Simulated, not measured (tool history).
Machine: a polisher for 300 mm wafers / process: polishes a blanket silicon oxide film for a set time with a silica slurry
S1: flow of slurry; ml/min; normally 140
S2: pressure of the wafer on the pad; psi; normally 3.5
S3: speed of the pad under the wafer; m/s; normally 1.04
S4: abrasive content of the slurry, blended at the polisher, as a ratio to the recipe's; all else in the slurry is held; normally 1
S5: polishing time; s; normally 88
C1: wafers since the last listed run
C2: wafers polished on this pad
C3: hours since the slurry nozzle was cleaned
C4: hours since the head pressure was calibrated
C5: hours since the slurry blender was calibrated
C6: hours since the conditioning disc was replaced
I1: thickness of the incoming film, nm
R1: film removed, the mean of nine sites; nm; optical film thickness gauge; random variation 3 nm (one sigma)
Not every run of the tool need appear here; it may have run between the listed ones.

run,hour,S1,S2,S3,S4,S5,C1,C2,C3,C4,C5,C6,I1,R1
1,0,140,3.5,1.04,0.85,97,0,83,247.6,418.9,259.1,224.4,1004.6,260.8
2,45.7,140,3.5,1.04,0.85,97,561,644,293.3,464.6,304.8,270.1,1025.9,260.7
# hour 85.1: head pressure recalibrated
3,90.2,140,3.5,1.18,1,88,521,1166,337.8,5.1,349.3,314.6,1004.8,272.2
4,142.4,140,3.5,1.18,1,88,640,1806,390,57.3,401.5,366.8,1013.6,271.8
# hour 192.3: slurry blender recalibrated
5,206.9,140,3.5,1.18,1,88,767,2574,454.5,121.8,14.6,431.3,1017.7,273.1
# hour 211.9: slurry nozzle cleaned
6,239.9,160,2.5,1.04,1.25,70,392,2967,28,154.8,47.6,464.3,1029.5,161.6
7,306.5,140,4.3,1.04,1,117,817,3784,94.6,221.4,114.2,530.9,1001,419
8,366.7,140,3.5,1.24,1,88,739,4523,154.8,281.6,174.4,591.1,1024.3,287.4
# hour 396.6: worn pad replaced by a new one
9,397.3,140,3.5,1.04,1,105,326,8,185.4,312.2,205,621.7,1012.7,288.5
# hour 405.5: conditioning disc replaced and pad reconditioned
10,434.5,140,3.5,1.04,1,88,432,440,222.6,349.4,242.2,29,1015.6,247.2
11,476.6,140,3.5,1.04,1,88,516,957,264.7,391.5,284.3,71.1,1025.9,248.1
12,541.6,140,3.8,1.04,1,69,797,1755,329.7,456.5,349.3,136.1,1029.7,207.5
# hour 563.4: slurry blender recalibrated
# hour 565: head pressure recalibrated
13,598.3,140,3.5,1.04,1,59,652,2407,386.4,33.3,34.9,192.8,1006.7,165.2
14,652.8,140,3.5,1.04,1,88,669,3076,440.9,87.8,89.4,247.3,1016.6,243.4
# hour 704.3: slurry nozzle cleaned
# hour 805.3: worn pad replaced by a new one
15,830.5,140,3.5,1.04,1.2,88,2120,308,126.2,265.5,267.1,425,1025.1,264.9
16,856,175,4.1,1.04,1.2,65,313,621,151.7,291,292.6,450.5,1038.5,235.4
17,895.8,140,2.4,0.88,1,88,488,1110,191.5,330.8,332.4,490.3,1026.1,148.8
# hour 934.6: slurry blender recalibrated
18,938.5,140,4.1,1.04,1,88,499,1610,234.2,373.5,3.9,533,1031.6,289.9
# hour 984.8: conditioning disc replaced and pad reconditioned
19,985.3,140,2.4,0.8,0.8,88,550,2160,281,420.3,50.7,0.5,1029.4,128.9
# hour 987.4: head pressure recalibrated
20,1048,140,3.5,1.04,1,72,745,2905,343.7,60.6,113.4,63.2,1016.8,196
# hour 1096.6: slurry nozzle cleaned
21,1187.5,140,3.5,1.04,1,112,1700,4605,90.9,200.1,252.9,202.7,1016.8,334
22,1251.1,160,3.9,1.26,1.25,88,780,5386,154.5,263.7,316.5,266.3,1037,362.4
23,1288.5,140,3.5,1.24,1.15,88,459,5845,191.9,301.1,353.9,303.7,1011.1,297.6
# hour 1302.1: worn pad replaced by a new one
# hour 1316.1: slurry blender recalibrated
24,1352.3,180,3.5,1.04,0.75,88,709,591,255.7,364.9,36.2,367.5,1015.2,245.3

For each entry between runs, how does the tool's hidden state at the last listed run before it compare with that at the first listed run after it?
In the gap between runs 2 and 3: head pressure recalibrated (hour 85.1)
  slurry flow missing at the pad, %: 22.8 -> 23.7
  the result without the hidden state subtracted from the measured one, R1: -16.3 -> -17.9 nm
In the gap between runs 4 and 5: slurry blender recalibrated (hour 192.3)
  slurry flow missing at the pad, %: 24.5 -> 25.1
  the result without the hidden state subtracted from the measured one, R1: -18.6 -> -19.4 nm
In the gap between runs 5 and 6: slurry nozzle cleaned (hour 211.9)
  slurry flow missing at the pad, %: 25.1 -> 6.71
  the result without the hidden state subtracted from the measured one, R1: -19.4 -> -2.1 nm
In the gap between runs 8 and 9: worn pad replaced by a new one (hour 396.6)
  slurry flow missing at the pad, %: 18.9 -> 20.5
  the result without the hidden state subtracted from the measured one, R1: -13.9 -> -15.6 nm
In the gap between runs 9 and 10: conditioning disc replaced and pad reconditioned (hour 405.5)
  slurry flow missing at the pad, %: 20.5 -> 22.1
  the result without the hidden state subtracted from the measured one, R1: -15.6 -> -14.8 nm
In the gap between runs 12 and 13: slurry blender recalibrated (hour 563.4); head pressure recalibrated (hour 565)
  slurry flow missing at the pad, %: 25 -> 25.8
  the result without the hidden state subtracted from the measured one, R1: -14.6 -> -12.2 nm
In the gap between runs 14 and 15: slurry nozzle cleaned (hour 704.3); worn pad replaced by a new one (hour 805.3)
  slurry flow missing at the pad, %: 26.4 -> 18.9
  the result without the hidden state subtracted from the measured one, R1: -18.6 -> -12.9 nm
In the gap between runs 17 and 18: slurry blender recalibrated (hour 934.6)
  slurry flow missing at the pad, %: 22.7 -> 24.5
  the result without the hidden state subtracted from the measured one, R1: -9.2 -> -19.9 nm
In the gap between runs 18 and 19: conditioning disc replaced and pad reconditioned (hour 984.8)
  slurry flow missing at the pad, %: 24.5 -> 25.8
  the result without the hidden state subtracted from the measured one, R1: -19.9 -> -9.6 nm
In the gap between runs 19 and 20: head pressure recalibrated (hour 987.4)
  slurry flow missing at the pad, %: 25.8 -> 27.1
  the result without the hidden state subtracted from the measured one, R1: -9.6 -> -15.6 nm
In the gap between runs 20 and 21: slurry nozzle cleaned (hour 1096.6)
  slurry flow missing at the pad, %: 27.1 -> 12.4
  the result without the hidden state subtracted from the measured one, R1: -15.6 -> -9.7 nm
In the gap between runs 23 and 24: worn pad replaced by a new one (hour 1302.1); slurry blender recalibrated (hour 1316.1)
  slurry flow missing at the pad, %: 19.2 -> 21.6
  the result without the hidden state subtracted from the measured one, R1: -14.8 -> -10.9 nm
